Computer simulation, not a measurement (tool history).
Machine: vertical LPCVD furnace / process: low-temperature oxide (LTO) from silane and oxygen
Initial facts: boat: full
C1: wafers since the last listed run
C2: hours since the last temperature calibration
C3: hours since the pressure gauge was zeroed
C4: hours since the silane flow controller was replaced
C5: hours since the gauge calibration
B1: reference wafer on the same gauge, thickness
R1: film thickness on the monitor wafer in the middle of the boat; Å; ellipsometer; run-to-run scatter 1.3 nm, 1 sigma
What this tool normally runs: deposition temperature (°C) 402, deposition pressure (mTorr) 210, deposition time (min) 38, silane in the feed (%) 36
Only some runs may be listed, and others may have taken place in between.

Run 1, hour 0: usual settings; C1 0; C2 932.4; C3 2061.5; C4 1765.5; C5 1243.1; B1 239.05. Result: R1 2734.2 Å.
Run 2, hour 70.9: usual settings; C1 1158; C2 1003.3; C3 2132.4; C4 1836.4; C5 1314; B1 238.95. Result: R1 2755 Å.
Run 3, hour 128.6: usual settings but deposition temperature (°C) 410; C1 942; C2 1061; C3 2190.1; C4 1894.1; C5 1371.7; B1 239.2. Result: R1 3010.8 Å.
Run 4, hour 186.8: usual settings but deposition temperature (°C) 410; C1 951; C2 1119.2; C3 2248.3; C4 1952.3; C5 1429.9; B1 239.39. Result: R1 2996.2 Å.
Run 5, hour 248.9: usual settings but deposition temperature (°C) 410; C1 1014; C2 1181.3; C3 2310.4; C4 2014.4; C5 1492; B1 238.76. Result: R1 3003.4 Å.
Run 6, hour 293.1: usual settings but deposition pressure (mTorr) 240; C1 722; C2 1225.5; C3 2354.6; C4 2058.6; C5 1536.2; B1 238.75. Result: R1 3153.6 Å.
Run 7, hour 351.4: usual settings but deposition pressure (mTorr) 240; C1 952; C2 1283.8; C3 2412.9; C4 2116.9; C5 1594.5; B1 238.89. Result: R1 3162.3 Å.
Run 8, hour 404.6: usual settings but deposition pressure (mTorr) 240; C1 869; C2 1337; C3 2466.1; C4 2170.1; C5 1647.7; B1 238.95. Result: R1 3113.4 Å.
Run 9, hour 474.9: usual settings; C1 1148; C2 1407.3; C3 2536.4; C4 2240.4; C5 1718; B1 239.13. Result: R1 2741.6 Å.
At hour 494.1: gauge calibrated.
Run 10, hour 544.1: usual settings; C1 1130; C2 1476.5; C3 2605.6; C4 2309.6; C5 50; B1 239.19. Result: R1 2736.2 Å.
Run 11, hour 568.9: usual settings; C1 405; C2 1501.3; C3 2630.4; C4 2334.4; C5 74.8; B1 238.81. Result: R1 2732.2 Å.
Run 12, hour 611.3: usual settings; C1 692; C2 1543.7; C3 2672.8; C4 2376.8; C5 117.2; B1 239.18. Result: R1 2733.2 Å.
Run 13, hour 661.6: usual settings; C1 821; C2 1594; C3 2723.1; C4 2427.1; C5 167.5; B1 239.2. Result: R1 2719.3 Å.
Run 14, hour 689.6: usual settings; C1 457; C2 1622; C3 2751.1; C4 2455.1; C5 195.5; B1 239.01. Result: R1 2744.4 Å.
Run 15, hour 759: usual settings but deposition pressure (mTorr) 255, silane in the feed (%) 34; C1 1134; C2 1691.4; C3 2820.5; C4 2524.5; C5 264.9; B1 238.81. Result: R1 3104.9 Å.
At hour 794.1: thermocouples replaced and temperature profile calibrated.
Run 16, hour 808.8: usual settings but deposition time (min) 52; C1 421; C2 14.7; C3 2870.3; C4 2574.3; C5 314.7; B1 239.16. Result: R1 3717.9 Å.
Run 17, hour 833: usual settings but silane in the feed (%) 41; C1 395; C2 38.9; C3 2894.5; C4 2598.5; C5 338.9; B1 238.98. Result: R1 3222.8 Å.
Run 18, hour 927.1: usual settings; C1 1537; C2 133; C3 2988.6; C4 2692.6; C5 433; B1 238.83. Result: R1 2720.8 Å.
Run 19, hour 975.7: usual settings but deposition temperature (°C) 409, deposition pressure (mTorr) 175, silane in the feed (%) 39; C1 794; C2 181.6; C3 3037.2; C4 2741.2; C5 481.6; B1 239.22. Result: R1 2689.9 Å.
Run 20, hour 1010.2: usual settings but deposition temperature (°C) 406, deposition time (min) 52; C1 563; C2 216.1; C3 3071.7; C4 2775.7; C5 516.1; B1 239. Result: R1 3906.1 Å.
At hour 1067.5: pressure gauge zeroed.
Run 21, hour 1068: usual settings but deposition temperature (°C) 394, deposition time (min) 24.5, silane in the feed (%) 40; C1 552; C2 273.9; C3 0.5; C4 2833.5; C5 573.9; B1 238.76. Result: R1 1960.2 Å.
Run 22, hour 1098.6: usual settings; C1 500; C2 304.5; C3 31.1; C4 2864.1; C5 604.5; B1 238.88. Result: R1 2907.1 Å.
At hour 1140.1: silane flow controller replaced.
Run 23, hour 1140.6: usual settings but deposition temperature (°C) 412, silane in the feed (%) 30; C1 294; C2 346.5; C3 73.1; C4 0.5; C5 646.5; B1 238.56. Result: R1 2512.1 Å.
Run 24, hour 1204: usual settings; C1 1036; C2 409.9; C3 136.5; C4 63.9; C5 709.9; B1 239.07. Result: R1 2882.5 Å.
Run 25, hour 1253.4: usual settings but deposition temperature (°C) 392, deposition time (min) 23.5, silane in the feed (%) 38; C1 807; C2 459.3; C3 185.9; C4 113.3; C5 759.3; B1 239.43. Result: R1 1709.3 Å.
Run 26, hour 1318.9: usual settings but deposition pressure (mTorr) 255, silane in the feed (%) 34; C1 1070; C2 524.8; C3 251.4; C4 178.8; C5 824.8; B1 238.93. Result: R1 3207.3 Å.
Run 27, hour 1370.5: usual settings but deposition pressure (mTorr) 185, deposition time (min) 46.5; C1 843; C2 576.4; C3 303; C4 230.4; C5 876.4; B1 239.06. Result: R1 3089.9 Å.
Run 28, hour 1415.4: usual settings but deposition pressure (mTorr) 230; C1 733; C2 621.3; C3 347.9; C4 275.3; C5 921.3; B1 239.19. Result: R1 3129.6 Å.
Run 29, hour 1454.7: usual settings; C1 642; C2 660.6; C3 387.2; C4 314.6; C5 960.6; B1 239.02. Result: R1 2859.8 Å.
Run 30, hour 1486.3: usual settings; C1 516; C2 692.2; C3 418.8; C4 346.2; C5 992.2; B1 239.19. Result: R1 2862.9 Å.
Run 31, hour 1670.8: usual settings; C1 3015; C2 876.7; C3 603.3; C4 530.7; C5 1176.7; B1 239.24. Result: R1 2832.4 Å.

Consider 4 possible next runs. They are alternatives, not a sequence: every one starts from the tool as it was left by run 31. What does each give?
Run A, hour 1675.7: usual settings but deposition pressure (mTorr) 245; C1 80; C2 881.6; C3 608.2; C4 535.6; C5 1181.6; B1 ?. Result: R1 ?.
Run B, hour 1675.7: usual settings but deposition pressure (mTorr) 230, deposition time (min) 42, silane in the feed (%) 41; C1 80; C2 881.6; C3 608.2; C4 535.6; C5 1181.6; B1 ?. Result: R1 ?.
Run C, hour 1675.7: usual settings but deposition pressure (mTorr) 195, silane in the feed (%) 39; C1 80; C2 881.6; C3 608.2; C4 535.6; C5 1181.6; B1 ?. Result: R1 ?.
Run D, hour 1675.7: usual settings but deposition time (min) 24.5, silane in the feed (%) 32; C1 80; C2 881.6; C3 608.2; C4 535.6; C5 1181.6; B1 ?. Result: R1 ?.

run      B1      R1
  A  239.14  3337.6
  B  239.14  4060.3
  C  239.14  2927.7
  D  239.14  1568.4
With no hidden state in the tool, these same runs would have given:
run      R1
  A  3384.3
  B  4120.8
  C  2979.3
  D    1594
